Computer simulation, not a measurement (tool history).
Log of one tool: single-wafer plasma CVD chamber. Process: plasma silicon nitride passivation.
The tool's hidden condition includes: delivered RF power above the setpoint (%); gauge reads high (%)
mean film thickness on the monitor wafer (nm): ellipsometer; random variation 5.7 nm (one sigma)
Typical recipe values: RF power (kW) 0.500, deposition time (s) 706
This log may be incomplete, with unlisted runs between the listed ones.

run   hour  RF power (kW)  deposition time (s)  wafers since the last listed run  hours since the last RF generator calibration  hours since the showerhead was replaced  hours since the gauge calibration  read-back reference wafer on the same gauge, thickness_nm  mean film thickness on the monitor wafer (nm)
  1    0.0          0.500                  642                                 0                                          469.8                                   3882.9                              456.5                                                   1015.700                                       1059.611
  2   31.5          0.500                  642                                69                                          501.3                                   3914.4                              488.0                                                   1014.877                                       1068.557
  3   81.4          0.500                  706                               109                                          551.2                                   3964.3                              537.9                                                   1016.256                                       1167.040
  4  104.3          0.500                  706                                50                                          574.1                                   3987.2                              560.8                                                   1016.313                                       1166.979
  5  126.4          0.500                  776                                48                                          596.2                                   4009.3                              582.9                                                   1014.674                                       1297.035
  6  151.4          0.500                  776                                54                                          621.2                                   4034.3                              607.9                                                   1016.770                                       1298.205
  7  180.1          0.500                  616                                63                                          649.9                                   4063.0                              636.6                                                   1017.322                                       1034.476
  8  192.7          0.500                  616                                27                                          662.5                                   4075.6                              649.2                                                   1018.303                                       1030.712
  9  220.3          0.500                  706                                60                                          690.1                                   4103.2                              676.8                                                   1018.524                                       1168.305
 10  244.0          0.500                  706                                52                                          713.8                                   4126.9                              700.5                                                   1017.115                                       1174.075
 11  260.7          0.500                  706                                36                                          730.5                                   4143.6                              717.2                                                   1017.932                                       1181.560
 12  295.9          0.575                  734                                77                                          765.7                                   4178.8                              752.4                                                   1017.943                                       1278.802
 13  321.3          0.575                  734                                55                                          791.1                                   4204.2                              777.8                                                   1020.051                                       1274.665
     337.8  -- gauge calibrated
     340.7  -- RF generator calibrated
 14  341.2          0.575                  734                                26                                            0.5                                   4224.1                                3.4                                                    987.581                                       1236.670
 15  364.3          0.500                  706                                50                                           23.6                                   4247.2                               26.5                                                    988.299                                       1142.083
 16  395.6          0.500                  642                                68                                           54.9                                   4278.5                               57.8                                                    991.660                                       1045.596
     417.9  -- showerhead replaced
 17  428.4          0.500                  706                                54                                           87.7                                     10.5                               90.6                                                    996.877                                       1149.299
 18  442.5          0.500                  706                                31                                          101.8                                     24.6                              104.7                                                    996.119                                       1145.879
 19  457.2          0.560                  771                                32                                          116.5                                     39.3                              119.4                                                    996.868                                       1306.656
 20  473.3          0.535                  583                                35                                          132.6                                     55.4                              135.5                                                    998.930                                        976.928
 21  499.4          0.500                  706                                57                                          158.7                                     81.5                              161.6                                                   1001.646                                       1161.778
 22  511.9          0.460                  706                                27                                          171.2                                     94.0                              174.1                                                   1003.121                                       1120.420
 23  539.0          0.560                  706                                59                                          198.3                                    121.1                              201.2                                                   1004.306                                       1203.063
 24  571.1          0.550                  706                                70                                          230.4                                    153.2                              233.3                                                   1004.141                                       1184.616
 25  590.2          0.415                  772                                42                                          249.5                                    172.3                              252.4                                                   1006.479                                       1186.794
 26  619.6          0.460                  818                                64                                          278.9                                    201.7                              281.8                                                   1007.633                                       1310.361
 27  651.3          0.500                  782                                69                                          310.6                                    233.4                              313.5                                                   1009.051                                       1300.888
 28  675.4          0.565                  820                                52                                          334.7                                    257.5                              337.6                                                   1010.486                                       1397.288
 29  707.5          0.415                  803                                70                                          366.8                                    289.6                              369.7                                                   1010.681                                       1247.211
 30  729.5          0.545                  783                                48                                          388.8                                    311.6                              391.7                                                   1012.825                                       1331.401
 31  743.3          0.500                  706                                30                                          402.6                                    325.4                              405.5                                                   1009.905                                       1158.499

State the hidden condition of the tool at each of the runs:
delivered RF power above the setpoint (%): 0 at every run
H1: gauge reads high (%)
run      H1
  1    2.54
  2    2.59
  3    2.67
  4     2.7
  5    2.72
  6    2.75
  7    2.78
  8    2.79
  9    2.81
 10    2.83
 11    2.84
 12    2.86
 13    2.88
 14  -0.324
 15   -0.05
 16   0.282
 17   0.587
 18   0.706
 19   0.823
 20   0.943
 21    1.12
 22     1.2
 23    1.36
 24    1.52
 25    1.61
 26    1.73
 27    1.85
 28    1.93
 29    2.02
 30    2.08
 31    2.11

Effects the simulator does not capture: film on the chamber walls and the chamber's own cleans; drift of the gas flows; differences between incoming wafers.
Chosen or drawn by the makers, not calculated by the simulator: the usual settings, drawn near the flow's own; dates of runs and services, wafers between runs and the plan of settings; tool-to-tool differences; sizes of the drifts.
